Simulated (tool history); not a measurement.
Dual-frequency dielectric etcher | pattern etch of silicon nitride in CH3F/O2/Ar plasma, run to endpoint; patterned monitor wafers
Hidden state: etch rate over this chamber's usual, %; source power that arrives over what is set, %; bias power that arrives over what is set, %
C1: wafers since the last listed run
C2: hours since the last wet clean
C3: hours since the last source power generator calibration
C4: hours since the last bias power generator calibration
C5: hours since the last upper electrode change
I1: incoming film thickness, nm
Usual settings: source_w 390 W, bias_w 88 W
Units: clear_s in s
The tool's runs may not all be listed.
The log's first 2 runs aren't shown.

Run 3, hour 41.4: usual settings but source_w 350 W; C1 443; C2 373.5; C3 4885.6; C4 1507.5; C5 3211.5; I1 57.8. Result: clear_s 91.0 s.
Run 4, hour 76.4: usual settings; C1 541; C2 408.5; C3 4920.6; C4 1542.5; C5 3246.5; I1 56.7. Result: clear_s 86.4 s.
Run 5, hour 94.5: usual settings; C1 279; C2 426.6; C3 4938.7; C4 1560.6; C5 3264.6; I1 57.5. Result: clear_s 86.9 s.
At hour 133.9: wet clean of the chamber.
Run 6, hour 134.4: usual settings; C1 245; C2 0.5; C3 4978.6; C4 1600.5; C5 3304.5; I1 57.9. Result: clear_s 87.6 s.
Run 7, hour 145.0: usual settings; C1 163; C2 11.1; C3 4989.2; C4 1611.1; C5 3315.1; I1 57.4. Result: clear_s 87.2 s.
Run 8, hour 172.1: usual settings but bias_w 98 W; C1 419; C2 38.2; C3 5016.3; C4 1638.2; C5 3342.2; I1 57.3. Result: clear_s 82.8 s.
Run 9, hour 192.8: usual settings but bias_w 98 W; C1 320; C2 58.9; C3 5037.0; C4 1658.9; C5 3362.9; I1 57.6. Result: clear_s 84.2 s.
Run 10, hour 207.2: usual settings but bias_w 98 W; C1 222; C2 73.3; C3 5051.4; C4 1673.3; C5 3377.3; I1 56.9. Result: clear_s 83.0 s.
Run 11, hour 233.6: usual settings but source_w 450 W, bias_w 105 W; C1 408; C2 99.7; C3 5077.8; C4 1699.7; C5 3403.7; I1 57.4. Result: clear_s 77.1 s.
At hour 266.9: bias power generator calibrated.
Run 12, hour 279.6: usual settings but source_w 450 W, bias_w 105 W; C1 649; C2 145.7; C3 5123.8; C4 12.7; C5 3449.7; I1 57.4. Result: clear_s 78.4 s.
Run 13, hour 295.7: usual settings but bias_w 80 W; C1 249; C2 161.8; C3 5139.9; C4 28.8; C5 3465.8; I1 57.4. Result: clear_s 91.0 s.
Run 14, hour 310.6: usual settings but source_w 320 W, bias_w 69 W; C1 230; C2 176.7; C3 5154.8; C4 43.7; C5 3480.7; I1 57.4. Result: clear_s 104.4 s.
At hour 322.6: source power generator calibrated.
Run 15, hour 342.3: usual settings but source_w 480 W; C1 428; C2 208.4; C3 19.7; C4 75.4; C5 3512.4; I1 56.9. Result: clear_s 81.0 s.
Run 16, hour 361.1: usual settings but source_w 340 W, bias_w 101 W; C1 290; C2 227.2; C3 38.5; C4 94.2; C5 3531.2; I1 57.0. Result: clear_s 87.2 s.
Run 17, hour 396.7: usual settings but source_w 290 W, bias_w 70 W; C1 550; C2 262.8; C3 74.1; C4 129.8; C5 3566.8; I1 56.7. Result: clear_s 107.1 s.
Run 18, hour 429.4: usual settings but source_w 350 W; C1 505; C2 295.5; C3 106.8; C4 162.5; C5 3599.5; I1 57.1. Result: clear_s 91.0 s.

Forecast run 19:
At hour 511.0: bias power generator calibrated, repeated, since the last time left the tool worse.
At hour 543.5: upper electrode replaced.
Run 19, hour 544.0: usual settings but source_w 360 W, bias_w 80 W; C1 1339; C2 410.1; C3 221.4; C4 33.0; C5 0.5; I1 56.9. Result: clear_s ?.

{"run 19": {"clear_s": 90.9}}
Without the tool's hidden state the same run would have given clear_s 90.9 s.
